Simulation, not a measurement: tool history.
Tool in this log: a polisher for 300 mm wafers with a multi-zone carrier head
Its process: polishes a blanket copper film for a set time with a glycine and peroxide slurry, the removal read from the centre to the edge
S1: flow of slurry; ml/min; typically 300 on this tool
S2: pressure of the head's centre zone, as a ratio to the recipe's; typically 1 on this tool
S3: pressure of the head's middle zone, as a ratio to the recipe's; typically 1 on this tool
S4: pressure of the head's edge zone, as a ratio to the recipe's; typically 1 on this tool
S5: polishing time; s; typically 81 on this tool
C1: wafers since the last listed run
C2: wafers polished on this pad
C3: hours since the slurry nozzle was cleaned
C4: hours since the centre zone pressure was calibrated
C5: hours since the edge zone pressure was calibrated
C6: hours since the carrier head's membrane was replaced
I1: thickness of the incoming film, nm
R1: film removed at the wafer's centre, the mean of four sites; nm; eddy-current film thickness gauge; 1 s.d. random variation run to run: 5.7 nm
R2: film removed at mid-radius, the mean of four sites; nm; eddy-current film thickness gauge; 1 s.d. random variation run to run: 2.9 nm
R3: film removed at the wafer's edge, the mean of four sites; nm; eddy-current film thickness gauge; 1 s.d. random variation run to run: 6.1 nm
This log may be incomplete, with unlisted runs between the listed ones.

run,hour,S1,S2,S3,S4,S5,C1,C2,C3,C4,C5,C6,I1,R1,R2,R3
1,0,300,1,1,1,81,0,1052,192.5,322.9,362,1493.6,1009.8,414.4,422.3,430.2
# hour 12.4: worn pad replaced by a new one
2,12.9,300,1,1,1,81,125,7,205.4,335.8,374.9,1506.5,1014.8,414.3,417.7,438.3
3,18.5,230,1,1,1,81,79,86,211,341.4,380.5,1512.1,994.3,414.5,414.8,438.2
4,24.8,230,1,1,1,81,89,175,217.3,347.7,386.8,1518.4,994.4,405.3,414.5,433.3
5,40.6,300,1.03,1,1,81,223,399,233.1,363.5,402.6,1534.2,1005.1,432.2,420.7,424.2
6,56.7,300,1,1,1,81,227,626,249.2,379.6,418.7,1550.3,1014.3,411.2,420.6,422.2
7,74.3,300,1,1,1,81,248,875,266.8,397.2,436.3,1567.9,992.8,410.8,424.5,435.1
8,90.5,300,1,1,1,81,229,1104,283,413.4,452.5,1584.1,1006.3,413.2,417.7,431.8
# hour 100.8: worn pad replaced by a new one
9,106.6,390,1.04,1.1,1,69,171,82,299.1,429.5,468.6,1600.2,1003.5,373.6,393.5,363.1
# hour 112.9: carrier head's membrane replaced by a new one
10,113.8,300,0.92,1.08,1,70,31,113,306.3,436.7,475.8,0.9,989.3,326.2,389.5,371
11,128.1,300,1,1.06,1,59,202,315,320.6,451,490.1,15.2,1001.7,291.7,324.2,311.6
12,145.7,270,1,1,1,81,248,564,338.2,468.6,507.7,32.8,1001.5,406.4,417.3,425.2
# hour 157.1: centre zone pressure recalibrated
13,160.4,245,1,1.11,1,81,179,744,352.9,3.3,522.4,47.5,1008.8,439.7,453.4,431.5
# hour 169.2: edge zone pressure recalibrated
14,171,300,1,1,1,81,121,865,363.5,13.9,1.8,58.1,1007.7,442.8,420.4,434.8
15,187.2,300,1,1,1.04,81,229,1094,379.7,30.1,18,74.3,999.1,426.8,420.4,440.7
# hour 200.3: worn pad replaced by a new one
16,200.8,300,0.91,1,1.08,81,135,6,393.3,43.7,31.6,87.9,1007.2,389.4,419.9,454.3
17,213.2,300,1.05,0.95,0.91,81,175,181,405.7,56.1,44,100.3,1007.3,450.8,404.2,416.7
# hour 214.4: slurry nozzle cleaned
18,230.9,300,0.91,0.95,1.08,61,236,418,16.5,73.8,61.7,118,1020.3,294.3,304.4,339.7
19,246.2,300,1,1,1,81,216,634,31.8,89.1,77,133.3,1030.2,432.1,419.6,433.1
20,277.9,300,0.94,1.08,1,94,448,1082,63.5,120.8,108.7,165,1022,461.6,519.2,494.1
# hour 283: worn pad replaced by a new one
21,294,300,1,1.05,1,81,171,155,79.6,136.9,124.8,181.1,1018.4,437.1,441.9,424.7
22,307.4,300,1,1,1,81,189,345,93,150.3,138.2,194.5,997.2,433.7,419.6,421.7
23,325.3,300,1,0.89,1,81,253,598,110.9,168.2,156.1,212.4,1001.4,436.4,380.4,430.9

Branching from run 23: 3 alternative next runs. What would each branch give?
A,325.7,365,1,1,1,81,5,604,111.3,168.6,156.5,212.8,1016.1,?,?,?
B,325.7,300,1,1,0.92,91,5,604,111.3,168.6,156.5,212.8,1016.1,?,?,?
C,325.7,300,1,1,1,64,5,604,111.3,168.6,156.5,212.8,1016.1,?,?,?

run,R1,R2,R3
A,432.7,422.9,439.1
B,479.8,469.7,471.7
C,337.5,330.3,343.8
Without the tool's hidden state the same runs would have given:
run,R1,R2,R3
A,437,422.9,439.1
B,484.6,469.6,471.7
C,340.8,330.3,343.8
